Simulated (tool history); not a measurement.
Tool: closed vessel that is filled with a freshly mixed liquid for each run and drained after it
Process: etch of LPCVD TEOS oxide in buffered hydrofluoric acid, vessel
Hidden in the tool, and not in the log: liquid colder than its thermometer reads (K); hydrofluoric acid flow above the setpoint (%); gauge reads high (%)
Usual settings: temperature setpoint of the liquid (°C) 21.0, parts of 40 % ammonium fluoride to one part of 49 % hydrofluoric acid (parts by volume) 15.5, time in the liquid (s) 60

run	hour	temperature setpoint of the liquid (°C)	parts of 40 % ammonium fluoride to one part of 49 % hydrofluoric acid (parts by volume)	time in the liquid (s)	wafers since the last listed run	hours since the thermometer was replaced	hours since the hydrofluoric acid flow meter was replaced	hours since the gauge calibration	read-back film thickness of the LPCVD TEOS oxide reference wafer, read on the same gauge (nm)	thickness taken off the LPCVD TEOS oxide on a monitor wafer (angstrom)
1	0.0	21.0	15.5	40	0	2303.3	783.0	369.5	80.02	470.1
2	70.6	21.0	15.5	40	5901	2373.9	853.6	440.1	80.02	479.7
3	133.3	21.0	15.5	40	5241	2436.6	916.3	502.8	79.97	484.6
# hour 167.4: thermometer replaced
4	174.1	21.0	15.5	60	3326	6.7	957.1	543.6	79.97	713.5
5	206.7	21.0	15.5	60	2725	39.3	989.7	576.2	80.02	732.2
6	250.4	21.0	15.5	60	3652	83.0	1033.4	619.9	80.00	714.0
7	298.5	21.0	15.5	60	4020	131.1	1081.5	668.0	80.02	729.1
8	340.5	21.0	15.5	60	3510	173.1	1123.5	710.0	79.99	736.4
9	411.4	21.0	15.5	60	5926	244.0	1194.4	780.9	80.00	727.3
10	437.2	21.0	19.0	35	2156	269.8	1220.2	806.7	80.01	349.1
11	561.9	21.0	15.5	60	10423	394.5	1344.9	931.4	79.94	726.3
12	590.4	19.0	20.0	60	2382	423.0	1373.4	959.9	80.04	516.4
13	707.4	21.0	15.5	60	9780	540.0	1490.4	1076.9	79.99	744.4
# hour 732.3: hydrofluoric acid flow meter replaced
14	758.7	21.0	15.5	45	4204	591.3	26.4	1128.2	80.01	500.1
15	823.0	18.5	15.5	85	5374	655.6	90.7	1192.5	80.02	829.7
16	847.4	19.5	17.5	80	2039	680.0	115.1	1216.9	80.01	733.7
17	896.2	21.0	15.5	60	4079	728.8	163.9	1265.7	80.05	669.2
18	959.5	21.0	19.0	60	5291	792.1	227.2	1329.0	79.97	554.7
19	1004.0	21.0	15.5	60	3719	836.6	271.7	1373.5	79.98	678.2
20	1045.4	24.0	15.5	60	3460	878.0	313.1	1414.9	79.99	797.2
21	1082.7	26.0	15.5	70	3117	915.3	350.4	1452.2	80.01	1035.0
# hour 1135.1: gauge calibrated
22	1150.2	17.0	15.5	40	5642	982.8	417.9	15.1	80.03	365.1
23	1180.2	18.5	19.0	75	2507	1012.8	447.9	45.1	79.97	607.0
24	1239.3	21.0	15.5	60	4940	1071.9	507.0	104.2	80.01	689.4
25	1283.0	17.0	12.5	60	3652	1115.6	550.7	147.9	80.01	674.3
26	1316.8	21.0	15.5	40	2825	1149.4	584.5	181.7	79.98	459.8
27	1368.7	21.0	15.5	60	4338	1201.3	636.4	233.6	80.01	699.1
28	1511.6	25.0	15.5	85	11945	1344.2	779.3	376.5	79.97	1231.8
29	1677.7	21.0	15.5	60	13884	1510.3	945.4	542.6	79.97	704.5
30	1731.3	21.0	20.5	60	4480	1563.9	999.0	596.2	79.99	539.2
31	1775.3	23.0	15.5	60	3677	1607.9	1043.0	640.2	80.05	795.3
32	1822.4	22.5	15.5	60	3937	1655.0	1090.1	687.3	79.99	767.8

Hidden state at the last listed run before each entry between runs and at the first one after, where it differs:
Between runs 3 and 4: thermometer replaced (hour 167.4)
  hydrofluoric acid flow above the setpoint (%): 7.98 -> 8.26
  measured less the result without the state, thickness taken off the LPCVD TEOS oxide on a monitor wafer (angstrom): +35.2 -> +53.6
Between runs 13 and 14: hydrofluoric acid flow meter replaced (hour 732.3)
  hydrofluoric acid flow above the setpoint (%): 11.8 -> 0.677
  measured less the result without the state, thickness taken off the LPCVD TEOS oxide on a monitor wafer (angstrom): +77.4 -> +3.3
Between runs 21 and 22: gauge calibrated (hour 1135.1)
  hydrofluoric acid flow above the setpoint (%): 2.84 -> 3.29
  measured less the result without the state, thickness taken off the LPCVD TEOS oxide on a monitor wafer (angstrom): +28.1 -> +11.4

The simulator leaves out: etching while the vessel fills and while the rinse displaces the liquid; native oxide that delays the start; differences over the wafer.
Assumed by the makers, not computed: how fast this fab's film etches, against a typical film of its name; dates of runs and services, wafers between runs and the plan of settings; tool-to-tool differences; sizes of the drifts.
